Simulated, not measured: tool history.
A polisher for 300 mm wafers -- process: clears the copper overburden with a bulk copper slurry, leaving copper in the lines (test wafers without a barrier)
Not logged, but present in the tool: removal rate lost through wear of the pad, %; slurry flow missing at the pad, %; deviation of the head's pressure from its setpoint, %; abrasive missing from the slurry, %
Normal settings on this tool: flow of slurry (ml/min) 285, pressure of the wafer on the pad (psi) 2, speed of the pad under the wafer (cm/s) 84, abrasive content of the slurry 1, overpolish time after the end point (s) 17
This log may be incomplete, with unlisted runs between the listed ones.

run	hour	flow of slurry (ml/min)	pressure of the wafer on the pad (psi)	speed of the pad under the wafer (cm/s)	abrasive content of the slurry	overpolish time after the end point (s)	wafers since the last listed run	wafers polished on this pad	hours since the slurry nozzle was cleaned	hours since the head pressure was calibrated	hours since the slurry blender was calibrated	incoming thickness of the incoming film, nm	time until the end point was called (s)	dishing of a wide line in a test structure (Å)
1	0	285	2.3	84	1	20	0	371	553.7	374.6	120.6	714.9	122.8	597
2	45.4	285	2	84	1	17	358	730	599.1	420	166	703.2	132.9	506
3	116.9	285	2	84	1	17	565	1295	670.6	491.5	237.5	695.8	128.9	514
4	196.8	285	2	84	1	17	631	1926	750.5	571.4	317.4	699.6	133.3	479
# hour 212.8: slurry nozzle cleaned
# hour 226.1: head pressure recalibrated
5	248.1	285	2	84	1.2	17	381	2308	35.3	22	368.7	709.6	124	523
# hour 317.9: slurry blender recalibrated
6	353.1	285	2	84	1.2	17	814	3122	140.3	127	35.2	691.9	120.3	506
# hour 399.9: worn pad replaced by a new one
7	448.3	285	2	84	1.2	17	720	382	235.5	222.2	130.4	708.6	123.8	520
8	497.7	285	2	84	1	17	390	773	284.9	271.6	179.8	696.7	126.1	488
9	573.2	285	2	84	1	17	596	1370	360.4	347.1	255.3	706.2	130.8	505
# hour 757.8: head pressure recalibrated
10	845.4	285	2	84	1	17	2135	3505	632.6	87.6	527.5	689.8	126.8	492
# hour 886.6: slurry blender recalibrated
11	887.1	285	2	84	1	17	313	3819	674.3	129.3	0.5	705.4	134.4	479
# hour 960.8: worn pad replaced by a new one
12	972.4	285	2	72	1	17	642	91	759.6	214.6	85.8	685.4	149	437
13	1028.5	285	2	84	1	17	443	534	815.7	270.7	141.9	704	133.6	477
14	1092.9	285	2	84	1	17	509	1043	880.1	335.1	206.3	705.3	139.6	472
# hour 1129.7: slurry nozzle cleaned
15	1144.8	285	2	84	1	17	402	1446	15.1	387	258.2	705.1	126.3	510
# hour 1297.4: head pressure recalibrated
# hour 1359.7: slurry blender recalibrated
16	1404.7	285	1.7	84	1.1	17	2022	3468	275	107.3	45	709.1	137.9	490
17	1468.5	385	1.3	84	1	17	504	3973	338.8	171.1	108.8	706.6	159.1	409
18	1505.5	285	2	96	1	17	292	4265	375.8	208.1	145.8	699.8	114.2	562
# hour 1532.5: worn pad replaced by a new one
19	1598	285	2	62	1.25	25	699	517	468.3	300.6	238.3	693.5	155	571
20	1680.3	375	1.4	84	0.85	27	650	1167	550.6	382.9	320.6	709.5	164.9	583
21	1745.5	320	2	84	1	17	515	1683	615.8	448.1	385.8	707.1	129.2	496
# hour 1814.4: slurry blender recalibrated
22	1850.1	285	1.6	84	1.25	17	810	2494	720.4	552.7	35.7	696.6	140.1	457
# hour 1853.7: head pressure recalibrated
# hour 1893.4: slurry nozzle cleaned
23	1955	185	2	112	1.2	23	805	3299	61.6	101.3	140.6	690.2	97.6	707
# hour 2044.4: worn pad replaced by a new one
24	2049.6	285	2	84	1	21	716	41	156.2	195.9	235.2	697.2	128.1	588
25	2143.6	200	2	84	1	17	742	784	250.2	289.9	329.2	692.4	129.9	487

Estimate the outcome of run 26 from the log above:
26	2193.1	285	2	84	1	17	391	1175	299.7	339.4	378.7	705.3	?	?

{"run 26": {"time until the end point was called (s)": 123.8, "dishing of a wide line in a test structure (Å)": 495}}
The same run, on a tool lacking any hidden state, would have yielded time until the end point was called (s) 123.2, dishing of a wide line in a test structure (Å) 497.
